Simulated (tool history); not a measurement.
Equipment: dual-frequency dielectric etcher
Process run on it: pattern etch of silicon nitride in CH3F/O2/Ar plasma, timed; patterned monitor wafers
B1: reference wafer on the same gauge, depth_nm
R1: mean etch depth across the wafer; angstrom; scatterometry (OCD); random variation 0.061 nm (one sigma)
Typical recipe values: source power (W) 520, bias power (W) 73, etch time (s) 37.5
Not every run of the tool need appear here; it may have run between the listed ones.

Run 1, day 0.000: usual settings but etch time (s) 44.0; B1 32.08. Result: R1 308.9 angstrom.
Run 2, day 3.750: usual settings but bias power (W) 64; B1 32.10. Result: R1 254.8 angstrom.
Run 3, day 6.775: usual settings but bias power (W) 81, etch time (s) 43.0; B1 32.10. Result: R1 319.7 angstrom.
Run 4, day 8.508: usual settings but bias power (W) 81, etch time (s) 43.0; B1 32.08. Result: R1 319.1 angstrom.
Run 5, day 11.333: usual settings; B1 32.11. Result: R1 270.3 angstrom.
Run 6, day 15.783: usual settings; B1 32.12. Result: R1 270.0 angstrom.
Run 7, day 17.333: usual settings; B1 32.10. Result: R1 268.8 angstrom.
Run 8, day 20.646: usual settings but source power (W) 490; B1 32.10. Result: R1 264.8 angstrom.
Run 9, day 22.475: usual settings; B1 32.10. Result: R1 267.4 angstrom.
Run 10, day 26.967: usual settings but etch time (s) 27.5; B1 32.11. Result: R1 195.6 angstrom.
Run 11, day 28.804: usual settings but source power (W) 410, bias power (W) 65, etch time (s) 43.0; B1 32.10. Result: R1 278.8 angstrom.
Run 12, day 31.229: usual settings but etch time (s) 44.0; B1 32.09. Result: R1 320.6 angstrom.
Run 13, day 33.483: usual settings but bias power (W) 82; B1 32.09. Result: R1 281.2 angstrom.
Run 14, day 35.529: usual settings; B1 32.10. Result: R1 271.5 angstrom.
Run 15, day 48.371: usual settings; B1 32.11. Result: R1 262.8 angstrom.
Run 16, day 51.775: usual settings but source power (W) 420, bias power (W) 67, etch time (s) 43.0; B1 32.10. Result: R1 279.3 angstrom.
Run 17, day 54.654: usual settings but bias power (W) 61, etch time (s) 42.0; B1 32.09. Result: R1 287.7 angstrom.
Run 18, day 62.983: usual settings but source power (W) 630, etch time (s) 41.5; B1 32.11. Result: R1 310.8 angstrom.
Run 19, day 65.992: usual settings but source power (W) 590, bias power (W) 79, etch time (s) 40.5; B1 32.10. Result: R1 302.5 angstrom.
Run 20, day 68.912: usual settings but bias power (W) 57, etch time (s) 28.0; B1 32.10. Result: R1 185.9 angstrom.
Run 21, day 71.829: usual settings but source power (W) 570, etch time (s) 34.0; B1 32.11. Result: R1 244.0 angstrom.
Run 22, day 75.379: usual settings but source power (W) 410, bias power (W) 65, etch time (s) 43.0; B1 32.09. Result: R1 275.1 angstrom.
Run 23, day 77.121: usual settings but bias power (W) 85, etch time (s) 34.5; B1 32.10. Result: R1 252.7 angstrom.
Run 24, day 80.979: usual settings; B1 32.09. Result: R1 262.5 angstrom.
Run 25, day 82.538: usual settings but source power (W) 630, bias power (W) 79, etch time (s) 28.5; B1 32.11. Result: R1 214.0 angstrom.
Run 26, day 87.000: usual settings but source power (W) 640, bias power (W) 58, etch time (s) 26.5; B1 32.11. Result: R1 188.0 angstrom.
Run 27, day 95.946: usual settings but source power (W) 630, bias power (W) 78, etch time (s) 48.0; B1 32.09. Result: R1 363.5 angstrom.
Run 28, day 99.683: usual settings but source power (W) 440, bias power (W) 78, etch time (s) 46.0; B1 32.10. Result: R1 318.7 angstrom.
Run 29, day 103.629: usual settings but bias power (W) 67; B1 32.11. Result: R1 258.2 angstrom.

Put back what was entered between runs (8 entries, withheld): which listed runs does each sit between, and how does the hidden state differ from the listed run before to the listed run after?
Run 2 -> run 3: wet clean of the chamber (day 6.754)
  etch rate over this chamber's usual, %: -3.15 -> -0.0591; bias power that arrives over what is set, %: 1.77 -> 2.03
  difference, measured minus the result without the unlogged condition, R1: -7.1 -> +1.6 angstrom
Run 5 -> run 6: gauge calibrated (day 15.492)
  etch rate over this chamber's usual, %: -0.567 -> -1.06; bias power that arrives over what is set, %: 2.45 -> 2.9
  difference, measured minus the result without the unlogged condition, R1: +0.3 -> -0.7 angstrom
Run 11 -> run 12: wet clean of the chamber (day 31.208)
  etch rate over this chamber's usual, %: -2.51 -> -0.229; bias power that arrives over what is set, %: 4.42 -> 4.74
  difference, measured minus the result without the unlogged condition, R1: -3.8 -> +3.4 angstrom
Run 14 -> run 15: bias power generator calibrated (day 42.650)
  etch rate over this chamber's usual, %: -0.708 -> -2.14; bias power that arrives over what is set, %: 5.33 -> -0.351
  difference, measured minus the result without the unlogged condition, R1: +1.9 -> -6.0 angstrom
Run 15 -> run 16: source power generator calibrated (day 49.371)
  etch rate over this chamber's usual, %: -2.14 -> -2.52; bias power that arrives over what is set, %: -0.351 -> -0.306
  difference, measured minus the result without the unlogged condition, R1: -6.0 -> -7.4 angstrom
Run 16 -> run 17: wet clean of the chamber (day 54.462)
  etch rate over this chamber's usual, %: -2.52 -> -0.284; bias power that arrives over what is set, %: -0.306 -> -0.253
  difference, measured minus the result without the unlogged condition, R1: -7.4 -> -1.0 angstrom
Run 17 -> run 18: upper electrode replaced (day 57.100)
  etch rate over this chamber's usual, %: -0.284 -> -1.21; bias power that arrives over what is set, %: -0.253 -> -0.0138
  difference, measured minus the result without the unlogged condition, R1: -1.0 -> -3.8 angstrom
Run 25 -> run 26: wet clean of the chamber (day 83.862)
  etch rate over this chamber's usual, %: -3.39 -> -0.862; bias power that arrives over what is set, %: 1.03 -> 1.36
  difference, measured minus the result without the unlogged condition, R1: -6.9 -> -1.0 angstrom
